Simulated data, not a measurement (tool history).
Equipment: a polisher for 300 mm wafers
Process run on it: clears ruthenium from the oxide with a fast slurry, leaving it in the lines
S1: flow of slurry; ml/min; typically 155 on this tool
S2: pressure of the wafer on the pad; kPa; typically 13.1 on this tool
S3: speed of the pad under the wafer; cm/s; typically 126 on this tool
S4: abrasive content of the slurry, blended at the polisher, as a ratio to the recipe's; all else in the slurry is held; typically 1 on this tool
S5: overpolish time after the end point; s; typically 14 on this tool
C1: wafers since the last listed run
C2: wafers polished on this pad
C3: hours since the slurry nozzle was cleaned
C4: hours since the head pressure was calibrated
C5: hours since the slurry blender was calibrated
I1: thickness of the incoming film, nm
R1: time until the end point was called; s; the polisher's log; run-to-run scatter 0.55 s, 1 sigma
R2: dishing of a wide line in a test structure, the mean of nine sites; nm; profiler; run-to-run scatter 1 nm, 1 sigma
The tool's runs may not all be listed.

run 1 hour=0 | S1=155 S2=13.1 S3=92 S4=1 S5=14 | C1=0 C2=1574 C3=590.9 C4=1139.2 C5=312.9 | I1=187.4 | R1=59.5 R2=32
-- hour=8.3 head pressure recalibrated
run 2 hour=32.3 | S1=155 S2=13.1 S3=126 S4=1 S5=14 | C1=346 C2=1921 C3=623.2 C4=24 C5=345.2 | I1=191.6 | R1=44.2 R2=41.2
run 3 hour=57.4 | S1=155 S2=13.1 S3=126 S4=1 S5=14 | C1=287 C2=2208 C3=648.3 C4=49.1 C5=370.3 | I1=187.8 | R1=44.9 R2=40.4
-- hour=69 slurry blender recalibrated
run 4 hour=82.6 | S1=155 S2=13.1 S3=126 S4=1 S5=14 | C1=265 C2=2474 C3=673.5 C4=74.3 C5=13.6 | I1=191 | R1=46.2 R2=38.7
run 5 hour=115.4 | S1=155 S2=13.1 S3=150 S4=1.15 S5=14 | C1=375 C2=2849 C3=706.3 C4=107.1 C5=46.4 | I1=191.7 | R1=37.5 R2=45.6
-- hour=132.6 worn pad replaced by a new one
run 6 hour=150.8 | S1=155 S2=13.1 S3=150 S4=1.15 S5=14 | C1=359 C2=207 C3=741.7 C4=142.5 C5=81.8 | I1=188 | R1=34 R2=49.7
run 7 hour=170.8 | S1=155 S2=13.1 S3=126 S4=1 S5=14 | C1=228 C2=436 C3=761.7 C4=162.5 C5=101.8 | I1=192.8 | R1=44.8 R2=41
run 8 hour=206.1 | S1=155 S2=13.1 S3=98 S4=1 S5=14 | C1=404 C2=841 C3=797 C4=197.8 C5=137.1 | I1=192.6 | R1=57.5 R2=34
run 9 hour=228.5 | S1=125 S2=13.1 S3=126 S4=1 S5=17 | C1=256 C2=1097 C3=819.4 C4=220.2 C5=159.5 | I1=189.9 | R1=45.6 R2=45.6
-- hour=236.9 slurry nozzle cleaned
run 10 hour=259.6 | S1=155 S2=11 S3=152 S4=1.1 S5=17 | C1=344 C2=1442 C3=22.7 C4=251.3 C5=190.6 | I1=188.7 | R1=41.6 R2=48.9
run 11 hour=287.8 | S1=175 S2=13.1 S3=114 S4=0.9 S5=19 | C1=322 C2=1764 C3=50.9 C4=279.5 C5=218.8 | I1=190.8 | R1=50.5 R2=46.7
run 12 hour=305.1 | S1=155 S2=13.1 S3=126 S4=1 S5=14 | C1=198 C2=1962 C3=68.2 C4=296.8 C5=236.1 | I1=192.2 | R1=44.9 R2=39.8
run 13 hour=326.3 | S1=140 S2=13.1 S3=126 S4=1 S5=19 | C1=242 C2=2205 C3=89.4 C4=318 C5=257.3 | I1=190.3 | R1=45.9 R2=50.5
run 14 hour=359.8 | S1=155 S2=13.1 S3=126 S4=1 S5=14 | C1=383 C2=2589 C3=122.9 C4=351.5 C5=290.8 | I1=187.4 | R1=46.2 R2=39.3
-- hour=366.6 worn pad replaced by a new one
run 15 hour=395.4 | S1=155 S2=15.2 S3=126 S4=1.2 S5=14 | C1=361 C2=330 C3=158.5 C4=387.1 C5=326.4 | I1=188.1 | R1=35.3 R2=47.9
-- hour=413.5 slurry blender recalibrated
run 16 hour=428.2 | S1=175 S2=13.1 S3=126 S4=1 S5=14 | C1=352 C2=682 C3=191.3 C4=419.9 C5=14.7 | I1=192.8 | R1=42.7 R2=42
run 17 hour=458.8 | S1=155 S2=13.1 S3=162 S4=1 S5=14 | C1=350 C2=1033 C3=221.9 C4=450.5 C5=45.3 | I1=194.2 | R1=34.8 R2=50.2
run 18 hour=483 | S1=155 S2=13.1 S3=126 S4=1 S5=14 | C1=277 C2=1310 C3=246.1 C4=474.7 C5=69.5 | I1=187.5 | R1=43.1 R2=39.9
run 19 hour=510.7 | S1=155 S2=13.1 S3=126 S4=1 S5=14 | C1=317 C2=1627 C3=273.8 C4=502.4 C5=97.2 | I1=190.3 | R1=44.6 R2=40.6
run 20 hour=546.6 | S1=155 S2=13.1 S3=126 S4=1 S5=14 | C1=411 C2=2038 C3=309.7 C4=538.3 C5=133.1 | I1=186.9 | R1=45.7 R2=40.1
run 21 hour=560 | S1=190 S2=9 S3=126 S4=0.75 S5=14 | C1=153 C2=2191 C3=323.1 C4=551.7 C5=146.5 | I1=193 | R1=74.3 R2=26.7
-- hour=604.6 worn pad replaced by a new one
run 22 hour=634.9 | S1=155 S2=14.5 S3=126 S4=1 S5=21 | C1=811 C2=347 C3=398 C4=626.6 C5=221.4 | I1=187.9 | R1=39.3 R2=58.4
run 23 hour=664.5 | S1=125 S2=13.1 S3=126 S4=1.1 S5=14 | C1=338 C2=686 C3=427.6 C4=656.2 C5=251 | I1=188.3 | R1=42.5 R2=41.3
run 24 hour=683.6 | S1=155 S2=16.5 S3=126 S4=0.75 S5=14 | C1=218 C2=904 C3=446.7 C4=675.3 C5=270.1 | I1=188.2 | R1=38.5 R2=44.8
run 25 hour=701.4 | S1=155 S2=13.1 S3=92 S4=1 S5=14 | C1=203 C2=1108 C3=464.5 C4=693.1 C5=287.9 | I1=190.9 | R1=60.9 R2=32.6
run 26 hour=714.5 | S1=155 S2=13.1 S3=126 S4=1 S5=14 | C1=149 C2=1258 C3=477.6 C4=706.2 C5=301 | I1=191.7 | R1=44.3 R2=41.8
run 27 hour=750.3 | S1=155 S2=13.1 S3=126 S4=1.1 S5=14 | C1=409 C2=1668 C3=513.4 C4=742 C5=336.8 | I1=191.6 | R1=41.8 R2=41
run 28 hour=763.1 | S1=155 S2=13.1 S3=126 S4=1 S5=14 | C1=146 C2=1815 C3=526.2 C4=754.8 C5=349.6 | I1=190.4 | R1=45.2 R2=39.6
-- hour=787.7 slurry blender recalibrated
run 29 hour=791.7 | S1=155 S2=13.1 S3=164 S4=1.15 S5=14 | C1=304 C2=2119 C3=554.8 C4=783.4 C5=4 | I1=193.1 | R1=32.7 R2=52.3

Below are 3 alternative next runs, each starting from the tool's condition after run 29. Predict each:
run A hour=792.1 | S1=155 S2=13.1 S3=126 S4=1 S5=14 | C1=4 C2=2124 C3=555.2 C4=783.8 C5=4.4 | I1=187.5 | R1=? R2=?
run B hour=792.1 | S1=155 S2=13.1 S3=126 S4=1 S5=8 | C1=4 C2=2124 C3=555.2 C4=783.8 C5=4.4 | I1=187.5 | R1=? R2=?
run C hour=792.1 | S1=170 S2=11 S3=158 S4=1.3 S5=14 | C1=4 C2=2124 C3=555.2 C4=783.8 C5=4.4 | I1=187.5 | R1=? R2=?

run=A R1=44.3 R2=41.4
run=B R1=44.3 R2=26.3
run=C R1=37.4 R2=46.9
Stripped of hidden state, with their random variation kept, the same runs would have yielded:
run=A R1=42.4 R2=42.7
run=B R1=42.4 R2=27.3
run=C R1=35.8 R2=48.3

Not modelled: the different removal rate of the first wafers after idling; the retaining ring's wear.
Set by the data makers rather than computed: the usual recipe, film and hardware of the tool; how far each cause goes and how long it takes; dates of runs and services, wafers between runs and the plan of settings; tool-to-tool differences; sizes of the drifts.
